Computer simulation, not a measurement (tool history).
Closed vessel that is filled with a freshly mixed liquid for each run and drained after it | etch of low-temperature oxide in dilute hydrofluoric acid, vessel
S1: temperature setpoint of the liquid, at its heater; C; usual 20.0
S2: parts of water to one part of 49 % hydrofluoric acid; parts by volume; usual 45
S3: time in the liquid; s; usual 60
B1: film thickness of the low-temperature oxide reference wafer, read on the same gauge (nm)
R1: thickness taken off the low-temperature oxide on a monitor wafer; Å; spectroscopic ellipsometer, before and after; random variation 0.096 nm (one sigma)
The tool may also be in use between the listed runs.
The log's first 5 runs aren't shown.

| run | hour | S1 | S2 | S3 | B1 | R1 |
|---|---|---|---|---|---|---|
| 6 | 241.8 | 18.0 | 45 | 40 | 29.98 | 154.0 |
| 7 | 296.3 | 18.0 | 45 | 40 | 29.99 | 154.6 |
| 8 | 352.2 | 20.0 | 45 | 60 | 30.01 | 252.3 |
| 9 | 447.1 | 20.0 | 45 | 60 | 30.01 | 253.0 |
| 10 | 497.0 | 20.0 | 45 | 60 | 30.00 | 254.9 |
| 11 | 548.5 | 20.0 | 45 | 60 | 29.99 | 254.8 |
| 12 | 600.9 | 20.0 | 45 | 60 | 30.01 | 252.6 |
| 13 | 634.7 | 20.0 | 45 | 60 | 30.00 | 252.6 |
| 14 | 664.3 | 20.0 | 45 | 60 | 30.02 | 254.2 |
|  | 697.7 | gauge calibrated |
| 15 | 719.7 | 20.0 | 45 | 60 | 29.99 | 255.1 |
|  | 759.5 | thermometer replaced |
| 16 | 779.0 | 20.0 | 30 | 60 | 30.01 | 384.2 |
|  | 834.9 | hydrofluoric acid flow meter replaced |
| 17 | 844.5 | 24.0 | 60 | 30 | 29.98 | 110.0 |
| 18 | 914.0 | 20.0 | 45 | 70 | 29.98 | 295.1 |
| 19 | 950.6 | 20.0 | 45 | 85 | 30.00 | 355.1 |
| 20 | 1006.7 | 24.5 | 55 | 80 | 29.98 | 327.7 |
| 21 | 1032.6 | 20.0 | 45 | 85 | 29.99 | 357.9 |
| 22 | 1071.3 | 20.0 | 40 | 60 | 30.00 | 283.9 |
| 23 | 1133.6 | 20.0 | 45 | 60 | 30.00 | 251.8 |
| 24 | 1179.9 | 22.0 | 45 | 60 | 30.00 | 275.5 |
| 25 | 1257.0 | 20.0 | 60 | 60 | 29.98 | 185.9 |
| 26 | 1298.7 | 20.0 | 35 | 85 | 29.99 | 463.3 |
| 27 | 1349.1 | 20.0 | 45 | 60 | 30.01 | 251.9 |
| 28 | 1415.2 | 20.0 | 25 | 90 | 29.99 | 701.3 |
| 29 | 1475.0 | 24.0 | 45 | 60 | 29.99 | 300.1 |
| 30 | 1513.0 | 20.0 | 60 | 35 | 29.98 | 108.5 |

Forecast each of these 3 alternatives for the next run:
| A | 1513.7 | 20.0 | 45 | 60 | ? | ? |
| B | 1513.7 | 23.5 | 30 | 45 | ? | ? |
| C | 1513.7 | 17.0 | 55 | 30 | ? | ? |

| run | B1 | R1 |
|---|---|---|
| A | 30.01 | 253.7 |
| B | 30.01 | 337.2 |
| C | 30.01 | 90.2 |
Without the tool's hidden state the same runs would have given:
| run | R1 |
|---|---|
| A | 249.9 |
| B | 332.2 |
| C | 88.8 |
